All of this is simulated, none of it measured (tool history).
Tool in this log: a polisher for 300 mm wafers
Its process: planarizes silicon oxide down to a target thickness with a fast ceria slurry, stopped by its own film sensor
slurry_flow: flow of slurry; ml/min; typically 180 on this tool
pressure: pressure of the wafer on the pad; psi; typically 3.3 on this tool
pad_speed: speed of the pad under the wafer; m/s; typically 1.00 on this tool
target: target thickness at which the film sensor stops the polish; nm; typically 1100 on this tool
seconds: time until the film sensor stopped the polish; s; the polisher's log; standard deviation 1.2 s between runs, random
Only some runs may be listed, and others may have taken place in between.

| run | hour | slurry_flow | pressure | pad_speed | target | wafers since the last listed run | wafers polished on this pad | hours since the slurry nozzle was cleaned | hours since the head pressure was calibrated | incoming thickness of the incoming film, nm | seconds |
|---|---|---|---|---|---|---|---|---|---|---|---|
| 1 | 0.0 | 180 | 3.3 | 1.00 | 1100 | 0 | 4488 | 210.4 | 549.1 | 2585.2 | 109.2 |
|  | 86.3 | worn pad replaced by a new one |
| 2 | 86.8 | 180 | 3.3 | 1.00 | 1100 | 694 | 4 | 297.2 | 635.9 | 2499.6 | 97.1 |
| 3 | 144.0 | 200 | 3.3 | 1.00 | 1442 | 479 | 484 | 354.4 | 693.1 | 2577.3 | 77.7 |
| 4 | 211.4 | 180 | 3.3 | 1.00 | 1100 | 565 | 1049 | 421.8 | 760.5 | 2512.3 | 101.2 |
| 5 | 479.5 | 180 | 3.3 | 1.00 | 1100 | 2248 | 3297 | 689.9 | 1028.6 | 2526.6 | 107.8 |
| 6 | 539.3 | 180 | 3.3 | 1.00 | 1100 | 501 | 3799 | 749.7 | 1088.4 | 2517.8 | 107.8 |
| 7 | 589.9 | 145 | 3.3 | 1.00 | 1100 | 424 | 4223 | 800.3 | 1139.0 | 2543.8 | 122.3 |
|  | 605.4 | slurry nozzle cleaned |
| 8 | 679.0 | 145 | 3.3 | 1.00 | 1100 | 738 | 4962 | 73.6 | 1228.1 | 2549.6 | 109.0 |
| 9 | 718.3 | 180 | 3.3 | 1.00 | 1100 | 329 | 5291 | 112.9 | 1267.4 | 2542.7 | 107.1 |
|  | 761.2 | worn pad replaced by a new one |
| 10 | 761.7 | 180 | 3.3 | 1.00 | 1100 | 330 | 4 | 156.3 | 1310.8 | 2548.8 | 97.5 |
| 11 | 837.7 | 180 | 3.3 | 1.00 | 1100 | 637 | 641 | 232.3 | 1386.8 | 2560.4 | 100.3 |
| 12 | 884.4 | 180 | 3.3 | 1.00 | 1100 | 391 | 1033 | 279.0 | 1433.5 | 2526.1 | 99.2 |
|  | 924.8 | head pressure recalibrated |
| 13 | 955.5 | 180 | 3.3 | 1.00 | 1100 | 579 | 1612 | 350.1 | 30.7 | 2528.0 | 99.7 |
| 14 | 1034.8 | 180 | 3.3 | 1.00 | 1100 | 665 | 2278 | 429.4 | 110.0 | 2534.2 | 104.2 |
| 15 | 1070.8 | 180 | 3.3 | 1.00 | 1100 | 301 | 2579 | 465.4 | 146.0 | 2536.4 | 108.5 |
| 16 | 1121.0 | 155 | 3.3 | 1.00 | 1100 | 420 | 3000 | 515.6 | 196.2 | 2555.8 | 112.7 |
| 17 | 1205.6 | 195 | 3.9 | 1.00 | 708 | 709 | 3710 | 600.2 | 280.8 | 2543.3 | 124.2 |
| 18 | 1308.9 | 180 | 3.3 | 0.78 | 1100 | 866 | 4576 | 703.5 | 384.1 | 2550.4 | 140.5 |
|  | 1360.7 | worn pad replaced by a new one |
| 19 | 1412.3 | 135 | 3.3 | 0.90 | 1100 | 833 | 432 | 806.9 | 487.5 | 2578.5 | 128.4 |
|  | 1579.8 | slurry nozzle cleaned |
| 20 | 1707.1 | 145 | 4.2 | 1.22 | 1373 | 2463 | 2896 | 127.3 | 782.3 | 2538.4 | 62.7 |
| 21 | 1781.3 | 215 | 3.3 | 0.68 | 1493 | 622 | 3518 | 201.5 | 856.5 | 2542.6 | 97.5 |
| 22 | 1844.4 | 180 | 3.3 | 1.00 | 1100 | 529 | 4047 | 264.6 | 919.6 | 2531.1 | 106.5 |
| 23 | 1939.3 | 130 | 2.4 | 0.66 | 895 | 795 | 4843 | 359.5 | 1014.5 | 2536.6 | 226.5 |
|  | 2010.4 | worn pad replaced by a new one |
| 24 | 2012.5 | 180 | 3.3 | 1.00 | 1100 | 580 | 17 | 432.7 | 1087.7 | 2547.5 | 103.6 |
| 25 | 2072.2 | 180 | 3.3 | 1.00 | 1100 | 500 | 518 | 492.4 | 1147.4 | 2562.9 | 106.2 |
|  | 2112.6 | head pressure recalibrated |
| 26 | 2170.0 | 160 | 3.3 | 1.00 | 1100 | 803 | 1321 | 590.2 | 57.4 | 2569.2 | 108.1 |
| 27 | 2446.7 | 180 | 3.3 | 1.14 | 1100 | 2320 | 3642 | 866.9 | 334.1 | 2569.0 | 101.3 |
| 28 | 2522.4 | 150 | 3.3 | 0.80 | 615 | 634 | 4277 | 942.6 | 409.8 | 2566.1 | 193.3 |
|  | 2551.9 | slurry nozzle cleaned |
|  | 2589.0 | worn pad replaced by a new one |
| 29 | 2627.2 | 180 | 3.3 | 1.00 | 1100 | 836 | 320 | 75.3 | 514.6 | 2496.6 | 94.3 |
| 30 | 2702.8 | 130 | 3.3 | 1.00 | 1100 | 634 | 954 | 150.9 | 590.2 | 2563.6 | 109.7 |
| 31 | 2805.7 | 180 | 3.3 | 1.00 | 1100 | 862 | 1816 | 253.8 | 693.1 | 2486.9 | 98.0 |
| 32 | 2887.6 | 180 | 3.3 | 1.00 | 1100 | 686 | 2503 | 335.7 | 775.0 | 2531.6 | 100.7 |
| 33 | 2991.3 | 235 | 4.1 | 1.16 | 973 | 869 | 3373 | 439.4 | 878.7 | 2558.3 | 87.3 |

Give the tool's hidden conditions for every run:
deviation of the head's pressure from its setpoint, %: 0, the same for each run
H1: removal rate lost through wear of the pad, %
H2: slurry flow missing at the pad, %
| run | H1 | H2 |
|---|---|---|
| 1 | 7.08 | 23.3 |
| 2 | 0.965 | 28.5 |
| 3 | 1.04 | 31.2 |
| 4 | 1.34 | 33.8 |
| 5 | 4.65 | 39.8 |
| 6 | 5.86 | 40.5 |
| 7 | 7.01 | 41.1 |
| 8 | 9.34 | 12.8 |
| 9 | 10.5 | 16.9 |
| 10 | 1.72 | 20.9 |
| 11 | 1.86 | 26.5 |
| 12 | 2.09 | 29.3 |
| 13 | 2.62 | 32.8 |
| 14 | 3.51 | 35.9 |
| 15 | 4.01 | 37 |
| 16 | 4.81 | 38.3 |
| 17 | 6.43 | 40.2 |
| 18 | 8.87 | 41.8 |
| 19 | 1.55 | 42.9 |
| 20 | 4.34 | 18.9 |
| 21 | 5.7 | 25 |
| 22 | 7.06 | 29.1 |
| 23 | 9.46 | 33.9 |
| 24 | 0.236 | 36.6 |
| 25 | 0.327 | 38.4 |
| 26 | 0.843 | 40.6 |
| 27 | 4.77 | 44 |
| 28 | 6.48 | 44.5 |
| 29 | 2.09 | 11.4 |
| 30 | 2.36 | 18.8 |
| 31 | 3.17 | 26.2 |
| 32 | 4.18 | 30.5 |
| 33 | 5.91 | 34.5 |
